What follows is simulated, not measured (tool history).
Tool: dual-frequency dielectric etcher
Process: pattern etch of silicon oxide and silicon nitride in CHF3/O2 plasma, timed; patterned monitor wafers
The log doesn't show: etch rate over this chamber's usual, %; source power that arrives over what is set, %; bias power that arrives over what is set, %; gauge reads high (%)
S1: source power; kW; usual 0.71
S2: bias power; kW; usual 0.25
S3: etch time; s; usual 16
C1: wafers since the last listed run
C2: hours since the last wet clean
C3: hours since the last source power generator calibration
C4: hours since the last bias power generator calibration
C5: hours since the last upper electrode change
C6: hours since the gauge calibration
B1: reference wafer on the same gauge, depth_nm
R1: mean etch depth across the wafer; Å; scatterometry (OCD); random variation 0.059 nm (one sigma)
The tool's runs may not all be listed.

run     day    S1     S2    S3    C1     C2      C3      C4      C5      C6     B1     R1
  1       0  0.71   0.25    16     0  404.7  1893.9  2660.7  2898.4  2001.7   32.5    296
  2   2.646  0.71   0.25    16  1324  468.2  1957.4  2724.2  2961.9  2065.2  32.49  297.2
      2.983  -- gauge calibrated
      4.012  -- bias power generator calibrated
  3   4.892  0.71   0.25    16  1040  522.1  2011.3    21.1  3015.8    45.8  32.51  298.3
  4   6.362  0.71   0.25    16   736  557.4  2046.6    56.4  3051.1    81.1  32.49  298.5
      8.054  -- wet clean of the chamber
  5   8.075  0.71  0.231    16   356    0.5  2087.7    97.5  3092.2   122.2   32.5  286.2
  6   9.679  0.71  0.231    16   802     39  2126.2     136  3130.7   160.7   32.5  286.6
  7  11.704  0.85  0.285  18.5  1013   87.6  2174.8   184.6  3179.3   209.3   32.5  369.5
  8  14.488  0.66  0.193  11.5  1393  154.4  2241.6   251.4  3246.1   276.1  32.52  193.7
  9  16.417  0.71  0.207    20   965  200.7  2287.9   297.7  3292.4   322.4  32.51  350.7
       20.3  -- source power generator calibrated
 10  24.083  0.71  0.214    20  3754  384.7    90.8   481.7  3476.4   506.4  32.49  355.2
 11  26.954  0.83   0.25    11  1437  453.6   159.7   550.6  3545.3   575.3   32.5  213.2
     29.046  -- upper electrode replaced
     29.488  -- wet clean of the chamber
 12  29.508  0.71  0.197    16   556    0.5     221   611.9    11.1   636.6  32.49  273.3
 13  31.004  0.71   0.25    16   748   36.4   256.9   647.8      47   672.5  32.52  292.2
 14  32.633  0.83  0.295    20   815   75.5     296   686.9    86.1   711.6  32.51  399.9
 15  38.842  0.76  0.234  13.5  3107  224.5     445   835.9   235.1   860.6  32.51  248.6
 16  41.696   0.6   0.19  19.5  1428    293   513.5   904.4   303.6   929.1  32.48  319.5
 17  42.717  0.54  0.224    18   510  317.5     538   928.9   328.1   953.6  32.48  299.5
 18  44.854  0.71   0.25    16  1069  368.8   589.3   980.2   379.4  1004.9  32.55  295.3
 19  47.421  0.62   0.25    20  1284  430.4   650.9  1041.8     441  1066.5  32.52    358
 20  48.654  0.78   0.25    16   617    460   680.5  1071.4   470.6  1096.1   32.5  304.8
     50.196  -- wet clean of the chamber
 21  50.992  0.62    0.3    14   669   19.1   736.6  1127.5   526.7  1152.2   32.5  259.8
 22  53.546  0.71   0.25  19.5  1278   80.4   797.9  1188.8     588  1213.5  32.52  355.8
 23  55.429  0.84  0.296    19   942  125.6   843.1    1234   633.2  1258.7   32.5  382.7
 24  58.004  0.71   0.25    16  1288  187.4   904.9  1295.8     695  1320.5  32.51  292.6
 25  59.196  0.71   0.25    16   596    216   933.5  1324.4   723.6  1349.1  32.47  294.5
 26  62.175  0.71   0.25    16  1491  287.5    1005  1395.9   795.1  1420.6  32.51  295.1
 27  64.033  0.71   0.25    16   930  332.1  1049.6  1440.5   839.7  1465.2  32.52  295.4
 28  66.212  0.71   0.25    16  1090  384.4  1101.9  1492.8     892  1517.5  32.49  296.7

5 ways to go on from here, each from the tool as it stands after run 28. What would each give?
  A  66.229  0.71   0.25    16   8  384.8  1102.3  1493.2  892.4  1517.9   ?   ?
  B  66.229  0.59  0.305    20   8  384.8  1102.3  1493.2  892.4  1517.9   ?   ?
  C  66.229  0.89  0.277  14.5   8  384.8  1102.3  1493.2  892.4  1517.9   ?   ?
  D  66.229  0.64  0.296    18   8  384.8  1102.3  1493.2  892.4  1517.9   ?   ?
  E  66.229  0.58   0.25    16   8  384.8  1102.3  1493.2  892.4  1517.9   ?   ?

run     B1     R1
  A  32.49  295.9
  B  32.49  373.6
  C  32.49  293.8
  D  32.49  340.1
  E  32.49  280.8
Without the tool's hidden state the same runs would have given:
run     R1
  A  291.7
  B  368.3
  C  289.7
  D  335.3
  E  276.8
